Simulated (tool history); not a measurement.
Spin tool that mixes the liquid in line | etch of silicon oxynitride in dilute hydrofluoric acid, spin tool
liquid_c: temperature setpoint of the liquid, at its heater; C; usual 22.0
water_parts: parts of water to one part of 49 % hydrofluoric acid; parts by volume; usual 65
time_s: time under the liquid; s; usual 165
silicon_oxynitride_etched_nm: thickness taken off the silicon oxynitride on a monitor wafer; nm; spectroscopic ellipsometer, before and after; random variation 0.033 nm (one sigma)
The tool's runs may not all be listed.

run	hour	liquid_c	water_parts	time_s	read-back film thickness of the silicon oxynitride reference wafer, read on the same gauge (nm)	silicon_oxynitride_etched_nm
1	0.0	22.0	65	165	50.01	9.43
2	35.9	22.0	65	165	50.01	9.54
3	49.1	22.0	65	165	49.97	9.55
4	58.2	22.0	65	165	49.99	9.52
5	67.9	22.0	65	165	50.01	9.53
6	82.5	20.0	65	165	50.00	8.65
7	96.7	20.0	65	165	50.01	8.71
8	103.9	20.0	65	165	49.99	8.77
9	120.0	22.0	65	135	50.00	7.85
10	126.3	22.0	65	195	50.02	11.30
11	132.6	22.0	65	165	49.98	9.63
12	147.6	26.0	85	135	49.98	7.52
13	153.9	22.0	65	165	49.99	10.06
14	165.9	26.0	85	135	49.99	7.50
15	179.0	18.5	90	205	49.98	7.46
16	191.1	20.0	50	240	49.99	15.56
17	205.7	22.0	45	225	50.01	17.84
18	213.7	18.5	90	205	49.99	6.62
19	222.7	19.5	85	90	49.99	3.25
20	238.1	18.5	40	165	50.00	12.42
21	249.7	24.0	40	90	50.00	8.92

Not shown: 4 entries that the log had between the listed runs. Between which runs, and how does the tool's hidden state differ before and after?
Between runs 11 and 12: thermometer replaced (hour 137.7); hydrofluoric acid flow meter replaced (hour 141.2); gauge calibrated (hour 143.0)
  hydrofluoric acid flow above the setpoint (%): 8.45 -> 12.5
  measured less the result without the state, silicon_oxynitride_etched_nm: +0.78 -> +0.89 nm
Between runs 15 and 16: hydrofluoric acid flow meter replaced, repeated, since the last time left the tool worse (hour 185.5)
  hydrofluoric acid flow above the setpoint (%): 13 -> 0.31
  measured less the result without the state, silicon_oxynitride_etched_nm: +0.91 -> +0.05 nm
